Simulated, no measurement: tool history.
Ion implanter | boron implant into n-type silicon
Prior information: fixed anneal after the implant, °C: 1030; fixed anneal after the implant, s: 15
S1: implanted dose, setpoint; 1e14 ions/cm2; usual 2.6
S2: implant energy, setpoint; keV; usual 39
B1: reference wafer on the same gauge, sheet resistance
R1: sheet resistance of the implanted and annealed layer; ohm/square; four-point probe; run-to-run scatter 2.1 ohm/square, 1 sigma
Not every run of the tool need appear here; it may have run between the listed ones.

| run | day | S1 | S2 | B1 | R1 |
|---|---|---|---|---|---|
| 1 | 0 | 2.9 | 39 | 306.94 | 324.96 |
| 2 | 0.35 | 2.9 | 39 | 307 | 327.79 |
| 3 | 0.683 | 2.6 | 39 | 307.31 | 360.42 |
| 4 | 2.888 | 2.6 | 39 | 307.2 | 358.62 |
| 5 | 3.596 | 2.6 | 39 | 306.69 | 354.34 |
| 6 | 4.029 | 2.6 | 39 | 307.01 | 354.8 |
| 7 | 4.617 | 2.6 | 48 | 306.74 | 352.83 |
| 8 | 4.954 | 3.02 | 27 | 307.16 | 332.9 |
| 9 | 5.467 | 1.84 | 30.5 | 307.57 | 480.34 |
| 10 | 5.938 | 3.26 | 39 | 307.45 | 300.36 |
| 11 | 7.646 | 2.09 | 33.5 | 307.34 | 436.45 |
| 12 | 7.783 | 2.6 | 39 | 306.82 | 360.13 |
| 13 | 8.429 | 2.9 | 39 | 307.06 | 329.84 |
| 14 | 8.975 | 3.18 | 51 | 307.03 | 294.48 |
| 15 | 9.625 | 3.12 | 39 | 306.98 | 309.91 |

Between the runs listed above, the log contained 3 entries, not reproduced here. Where in the sequence does each belong, and how does what the log doesn't record of the tool's condition differ from the listed run before to the listed run after?
Logged between run 6 and run 7: Faraday cup replaced and dose calibrated (day 4.596)
  the hidden state is the same at both runs
Logged between run 10 and run 11: gauge calibrated (day 7.179); extraction supply calibrated (day 7.625)
  the hidden state is the same at both runs

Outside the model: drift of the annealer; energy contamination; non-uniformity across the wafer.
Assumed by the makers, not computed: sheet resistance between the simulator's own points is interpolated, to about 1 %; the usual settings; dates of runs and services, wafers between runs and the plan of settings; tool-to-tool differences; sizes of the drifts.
